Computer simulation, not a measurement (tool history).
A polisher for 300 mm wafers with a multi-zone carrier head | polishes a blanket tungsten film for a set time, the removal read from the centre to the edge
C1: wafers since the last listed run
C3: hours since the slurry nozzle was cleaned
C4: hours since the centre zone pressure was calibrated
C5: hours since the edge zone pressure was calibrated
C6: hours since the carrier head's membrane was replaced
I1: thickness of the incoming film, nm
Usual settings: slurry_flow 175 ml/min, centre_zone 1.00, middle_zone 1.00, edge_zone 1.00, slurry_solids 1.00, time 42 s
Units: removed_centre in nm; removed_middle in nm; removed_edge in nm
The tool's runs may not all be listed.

run 1 hour=0.0 | slurry_flow=150 centre_zone=1.00 middle_zone=1.00 edge_zone=1.00 slurry_solids=1.00 time=42 | C1=0 wafers_polished_on_this_pad=2025 C3=57.6 C4=570.1 C5=716.7 C6=1548.7 | I1=839.7 | removed_centre=272.2 removed_middle=281.5 removed_edge=289.0
-- hour=26.4 carrier head's membrane replaced by a new one
run 2 hour=85.0 | slurry_flow=175 centre_zone=1.00 middle_zone=1.00 edge_zone=1.00 slurry_solids=1.15 time=36 | C1=1010 wafers_polished_on_this_pad=3035 C3=142.6 C4=655.1 C5=801.7 C6=58.6 | I1=831.2 | removed_centre=246.2 removed_middle=261.2 removed_edge=259.8
run 3 hour=172.4 | slurry_flow=175 centre_zone=1.04 middle_zone=1.00 edge_zone=1.00 slurry_solids=1.00 time=42 | C1=1103 wafers_polished_on_this_pad=4139 C3=230.0 C4=742.5 C5=889.1 C6=146.0 | I1=824.3 | removed_centre=290.0 removed_middle=291.0 removed_edge=305.2
run 4 hour=214.3 | slurry_flow=175 centre_zone=0.97 middle_zone=1.00 edge_zone=1.00 slurry_solids=1.00 time=42 | C1=528 wafers_polished_on_this_pad=4668 C3=271.9 C4=784.4 C5=931.0 C6=187.9 | I1=825.4 | removed_centre=261.9 removed_middle=287.4 removed_edge=292.4
-- hour=268.1 worn pad replaced by a new one
run 5 hour=268.6 | slurry_flow=175 centre_zone=0.97 middle_zone=1.00 edge_zone=1.00 slurry_solids=1.00 time=42 | C1=635 wafers_polished_on_this_pad=6 C3=326.2 C4=838.7 C5=985.3 C6=242.2 | I1=835.0 | removed_centre=266.5 removed_middle=289.6 removed_edge=301.7
run 6 hour=302.6 | slurry_flow=175 centre_zone=1.00 middle_zone=1.00 edge_zone=1.00 slurry_solids=1.00 time=42 | C1=429 wafers_polished_on_this_pad=435 C3=360.2 C4=872.7 C5=1019.3 C6=276.2 | I1=834.8 | removed_centre=273.9 removed_middle=285.5 removed_edge=294.0
-- hour=392.1 slurry nozzle cleaned
run 7 hour=407.0 | slurry_flow=175 centre_zone=1.00 middle_zone=1.00 edge_zone=1.10 slurry_solids=1.25 time=54 | C1=1305 wafers_polished_on_this_pad=1741 C3=14.9 C4=977.1 C5=1123.7 C6=380.6 | I1=819.1 | removed_centre=373.0 removed_middle=391.9 removed_edge=416.8
run 8 hour=551.3 | slurry_flow=175 centre_zone=1.00 middle_zone=1.00 edge_zone=0.89 slurry_solids=1.25 time=42 | C1=1821 wafers_polished_on_this_pad=3563 C3=159.2 C4=1121.4 C5=1268.0 C6=524.9 | I1=826.6 | removed_centre=288.7 removed_middle=303.0 removed_edge=317.4
-- hour=586.0 edge zone pressure recalibrated
run 9 hour=614.5 | slurry_flow=175 centre_zone=1.00 middle_zone=1.00 edge_zone=1.00 slurry_solids=0.75 time=30 | C1=772 wafers_polished_on_this_pad=4335 C3=222.4 C4=1184.6 C5=28.5 C6=588.1 | I1=824.4 | removed_centre=178.4 removed_middle=190.5 removed_edge=195.4
run 10 hour=709.1 | slurry_flow=175 centre_zone=1.00 middle_zone=1.00 edge_zone=1.00 slurry_solids=1.00 time=42 | C1=1194 wafers_polished_on_this_pad=5530 C3=317.0 C4=1279.2 C5=123.1 C6=682.7 | I1=827.5 | removed_centre=271.1 removed_middle=286.3 removed_edge=294.8
-- hour=737.7 worn pad replaced by a new one
run 11 hour=752.3 | slurry_flow=175 centre_zone=1.07 middle_zone=0.90 edge_zone=0.94 slurry_solids=1.00 time=55 | C1=494 wafers_polished_on_this_pad=184 C3=360.2 C4=1322.4 C5=166.3 C6=725.9 | I1=837.2 | removed_centre=383.3 removed_middle=357.8 removed_edge=387.1
-- hour=843.3 centre zone pressure recalibrated
run 12 hour=856.6 | slurry_flow=140 centre_zone=0.93 middle_zone=1.05 edge_zone=1.00 slurry_solids=1.00 time=42 | C1=1291 wafers_polished_on_this_pad=1475 C3=464.5 C4=13.3 C5=270.6 C6=830.2 | I1=832.9 | removed_centre=256.7 removed_middle=287.4 removed_edge=290.4
-- hour=898.6 slurry nozzle cleaned
run 13 hour=932.2 | slurry_flow=175 centre_zone=1.00 middle_zone=1.00 edge_zone=1.00 slurry_solids=1.00 time=42 | C1=941 wafers_polished_on_this_pad=2417 C3=33.6 C4=88.9 C5=346.2 C6=905.8 | I1=816.9 | removed_centre=285.8 removed_middle=291.8 removed_edge=292.2
run 14 hour=996.3 | slurry_flow=175 centre_zone=1.00 middle_zone=1.00 edge_zone=1.00 slurry_solids=1.00 time=42 | C1=809 wafers_polished_on_this_pad=3226 C3=97.7 C4=153.0 C5=410.3 C6=969.9 | I1=817.2 | removed_centre=283.7 removed_middle=286.1 removed_edge=298.3
run 15 hour=1059.5 | slurry_flow=175 centre_zone=1.00 middle_zone=1.00 edge_zone=1.00 slurry_solids=1.00 time=42 | C1=797 wafers_polished_on_this_pad=4024 C3=160.9 C4=216.2 C5=473.5 C6=1033.1 | I1=836.3 | removed_centre=279.9 removed_middle=289.2 removed_edge=305.1
run 16 hour=1157.9 | slurry_flow=175 centre_zone=1.00 middle_zone=1.04 edge_zone=1.00 slurry_solids=1.25 time=42 | C1=1242 wafers_polished_on_this_pad=5266 C3=259.3 C4=314.6 C5=571.9 C6=1131.5 | I1=827.8 | removed_centre=298.4 removed_middle=317.2 removed_edge=314.6
-- hour=1194.6 worn pad replaced by a new one
run 17 hour=1258.7 | slurry_flow=215 centre_zone=1.00 middle_zone=1.03 edge_zone=1.09 slurry_solids=0.90 time=42 | C1=1222 wafers_polished_on_this_pad=808 C3=360.1 C4=415.4 C5=672.7 C6=1232.3 | I1=816.8 | removed_centre=276.8 removed_middle=298.4 removed_edge=303.3
-- hour=1336.7 slurry nozzle cleaned
run 18 hour=1356.1 | slurry_flow=175 centre_zone=0.90 middle_zone=0.95 edge_zone=1.09 slurry_solids=1.00 time=49 | C1=1217 wafers_polished_on_this_pad=2025 C3=19.4 C4=512.8 C5=770.1 C6=1329.7 | I1=839.9 | removed_centre=291.6 removed_middle=318.7 removed_edge=350.1
run 19 hour=1393.9 | slurry_flow=175 centre_zone=1.00 middle_zone=1.00 edge_zone=1.00 slurry_solids=1.00 time=42 | C1=477 wafers_polished_on_this_pad=2503 C3=57.2 C4=550.6 C5=807.9 C6=1367.5 | I1=824.0 | removed_centre=277.6 removed_middle=285.2 removed_edge=298.8
run 20 hour=1478.9 | slurry_flow=175 centre_zone=1.00 middle_zone=1.00 edge_zone=0.90 slurry_solids=0.85 time=42 | C1=1073 wafers_polished_on_this_pad=3576 C3=142.2 C4=635.6 C5=892.9 C6=1452.5 | I1=841.5 | removed_centre=262.7 removed_middle=271.2 removed_edge=277.6

5 ways to go on from here, each from the tool as it stands after run 20. What would each give?
run A hour=1479.3 | slurry_flow=135 centre_zone=1.00 middle_zone=1.00 edge_zone=1.00 slurry_solids=1.00 time=42 | C1=5 wafers_polished_on_this_pad=3581 C3=142.6 C4=636.0 C5=893.3 C6=1452.9 | I1=820.6 | removed_centre=? removed_middle=? removed_edge=?
run B hour=1479.3 | slurry_flow=175 centre_zone=1.00 middle_zone=1.05 edge_zone=1.09 slurry_solids=1.00 time=42 | C1=5 wafers_polished_on_this_pad=3581 C3=142.6 C4=636.0 C5=893.3 C6=1452.9 | I1=820.6 | removed_centre=? removed_middle=? removed_edge=?
run C hour=1479.3 | slurry_flow=155 centre_zone=0.92 middle_zone=0.92 edge_zone=1.00 slurry_solids=1.00 time=36 | C1=5 wafers_polished_on_this_pad=3581 C3=142.6 C4=636.0 C5=893.3 C6=1452.9 | I1=820.6 | removed_centre=? removed_middle=? removed_edge=?
run D hour=1479.3 | slurry_flow=175 centre_zone=1.00 middle_zone=1.09 edge_zone=1.00 slurry_solids=1.00 time=42 | C1=5 wafers_polished_on_this_pad=3581 C3=142.6 C4=636.0 C5=893.3 C6=1452.9 | I1=820.6 | removed_centre=? removed_middle=? removed_edge=?
run E hour=1479.3 | slurry_flow=175 centre_zone=1.00 middle_zone=1.07 edge_zone=1.00 slurry_solids=1.00 time=48 | C1=5 wafers_polished_on_this_pad=3581 C3=142.6 C4=636.0 C5=893.3 C6=1452.9 | I1=820.6 | removed_centre=? removed_middle=? removed_edge=?

run=A removed_centre=263.6 removed_middle=274.7 removed_edge=290.4
run=B removed_centre=274.6 removed_middle=295.3 removed_edge=305.7
run=C removed_centre=212.3 removed_middle=226.0 removed_edge=252.7
run=D removed_centre=274.7 removed_middle=303.8 removed_edge=297.7
run=E removed_centre=313.9 removed_middle=342.4 removed_edge=340.4
Without the tool's hidden state the same runs would have given:
run=A removed_centre=272.7 removed_middle=274.7 removed_edge=290.4
run=B removed_centre=284.1 removed_middle=295.3 removed_edge=305.7
run=C removed_centre=219.7 removed_middle=226.0 removed_edge=252.7
run=D removed_centre=284.2 removed_middle=303.8 removed_edge=297.7
run=E removed_centre=324.7 removed_middle=342.3 removed_edge=340.4
